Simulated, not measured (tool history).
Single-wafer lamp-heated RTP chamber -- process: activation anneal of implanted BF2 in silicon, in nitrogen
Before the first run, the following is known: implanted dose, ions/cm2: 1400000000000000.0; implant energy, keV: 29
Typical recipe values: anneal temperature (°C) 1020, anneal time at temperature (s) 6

run   hour  anneal temperature (°C)  anneal time at temperature (s)  wafers since the last listed run  wafers since the last pyrometer calibration  wafers since the reflector plate was cleaned  hours since the gauge calibration  read-back reference wafer on the same gauge, sheet resistance  sheet resistance of the implanted and annealed layer (ohm/square)
  1    0.0                     1020                               8                                 0                                          978                                          6969                              810.0                                                         196.11                                                             162.22
  2   17.8                     1020                               6                               425                                         1404                                          7394                              827.8                                                         196.04                                                             165.75
  3   42.0                     1020                               6                               578                                         1982                                          7972                              852.0                                                         196.11                                                             166.14
  4   74.3                     1020                               6                               771                                         2754                                          8744                              884.3                                                         196.11                                                             164.80
  5   98.0                     1020                               6                               566                                         3320                                          9311                              908.0                                                         196.07                                                             164.32
  6  126.6                     1020                               6                               683                                         4004                                          9994                              936.6                                                         196.00                                                             164.51
  7  138.8                     1020                               6                               291                                         4295                                         10286                              948.8                                                         196.05                                                             163.28
  8  171.9                     1020                               4                               791                                         5086                                         11077                              981.9                                                         195.89                                                             168.94
  9  194.8                     1020                               5                               547                                         5634                                         11624                             1004.8                                                         195.81                                                             165.28
     210.4  -- pyrometer window cleaned and pyrometer calibrated
     227.9  -- reflector plate cleaned
 10  275.7                     1020                               5                              1550                                         1370                                          1142                             1085.7                                                         196.00                                                             168.13
 11  289.3                     1020                               6                               325                                         1695                                          1467                             1099.3                                                         196.10                                                             164.82
 12  320.7                     1020                               6                               750                                         2445                                          2218                             1130.7                                                         195.96                                                             164.64
 13  339.4                     1042                               6                               446                                         2892                                          2665                             1149.4                                                         195.87                                                             146.44
 14  351.7                     1042                               6                               293                                         3186                                          2959                             1161.7                                                         196.01                                                             146.41
 15  376.3                     1006                               7                               587                                         3774                                          3547                             1186.3                                                         196.06                                                             174.51
 16  398.0                      998                              10                               518                                         4293                                          4065                             1208.0                                                         195.93                                                             176.37
     432.6  -- pyrometer window cleaned and pyrometer calibrated
 17  445.7                     1020                               6                               948                                          312                                          5014                             1255.7                                                         196.02                                                             166.52
 18  466.1                      995                               3                               487                                          800                                          5501                             1276.1                                                         195.98                                                             197.82
 19  496.9                      994                               8                               736                                         1536                                          6238                             1306.9                                                         195.84                                                             187.10
 20  529.3                     1020                               6                               774                                         2310                                          7012                             1339.3                                                         196.08                                                             164.74
 21  557.6                     1045                               6                               676                                         2986                                          7688                             1367.6                                                         195.93                                                             144.49
     563.6  -- gauge calibrated
 22  578.4                     1020                               6                               497                                         3483                                          8185                               14.8                                                         195.93                                                             164.58
 23  597.0                     1020                               5                               444                                         3928                                          8630                               33.4                                                         195.95                                                             167.07
 24  611.5                     1050                               8                               346                                         4274                                          8976                               47.9                                                         195.95                                                             136.33
 25  626.5                     1020                               7                               358                                         4633                                          9335                               62.9                                                         196.11                                                             160.60
 26  655.0                     1009                               7                               681                                         5314                                         10016                               91.4                                                         196.16                                                             169.75
     665.1  -- pyrometer window cleaned and pyrometer calibrated
 27  679.1                     1020                               3                               384                                          333                                         10401                              115.5                                                         196.00                                                             177.02
 28  709.5                     1049                               5                               726                                         1059                                         11127                              145.9                                                         195.92                                                             145.47
 29  724.7                     1000                               8                               363                                         1423                                         11490                              161.1                                                         195.99                                                             181.31
     736.0  -- reflector plate cleaned
 30  737.0                      996                               7                               102                                         1525                                            24                              173.4                                                         196.01                                                             186.52
 31  761.5                     1037                               6                               585                                         2111                                           610                              197.9                                                         195.88                                                             150.75
 32  795.6                     1035                               6                               814                                         2926                                          1425                              232.0                                                         195.96                                                             152.00
 33  830.8                     1020                               6                               841                                         3767                                          2266                              267.2                                                         196.07                                                             163.69
 34  857.0                     1033                               6                               626                                         4393                                          2892                              293.4                                                         195.95                                                             152.38
     872.9  -- pyrometer window cleaned and pyrometer calibrated
 35  922.6                     1008                               8                              1376                                         1188                                          4268                              359.0                                                         196.09                                                             172.24
 36  952.6                      991                               6                               716                                         1905                                          4985                              389.0                                                         196.05                                                             194.03
 37  985.8                     1010                               6                               793                                         2699                                          5779                              422.2                                                         195.95                                                             173.32

Table of differences, measured result less the result of that run with no hidden state. Run-to-run variation is the same in both. Gauge scatter possibly is not:
Hidden conditions of the tool in this case: true wafer temperature minus pyrometer reading, K; wafer temperature error from the tarnished reflector plate, K; gauge reads high (%).
run  sheet resistance of the implanted and annealed layer (ohm/square)
  1                                                              -0.75
  2                                                              -1.08
  3                                                              -1.54
  4                                                              -2.12
  5                                                              -2.55
  6                                                              -3.08
  7                                                              -3.28
  8                                                              -3.92
  9                                                              -4.33
 10                                                              -1.28
 11                                                              -1.52
 12                                                              -2.09
 13                                                              -1.98
 14                                                              -2.16
 15                                                              -3.48
 16                                                              -4.44
 17                                                              -0.46
 18                                                              -0.83
 19                                                              -1.76
 20                                                              -1.98
 21                                                              -1.96
 22                                                              -2.88
 23                                                              -3.25
 24                                                              -2.51
 25                                                              -3.70
 26                                                              -4.65
 27                                                              -0.27
 28                                                              -0.64
 29                                                              -1.36
 30                                                              -1.62
 31                                                              -1.55
 32                                                              -2.13
 33                                                              -3.05
 34                                                              -3.17
 35                                                              -1.46
 36                                                              -2.22
 37                                                              -2.60
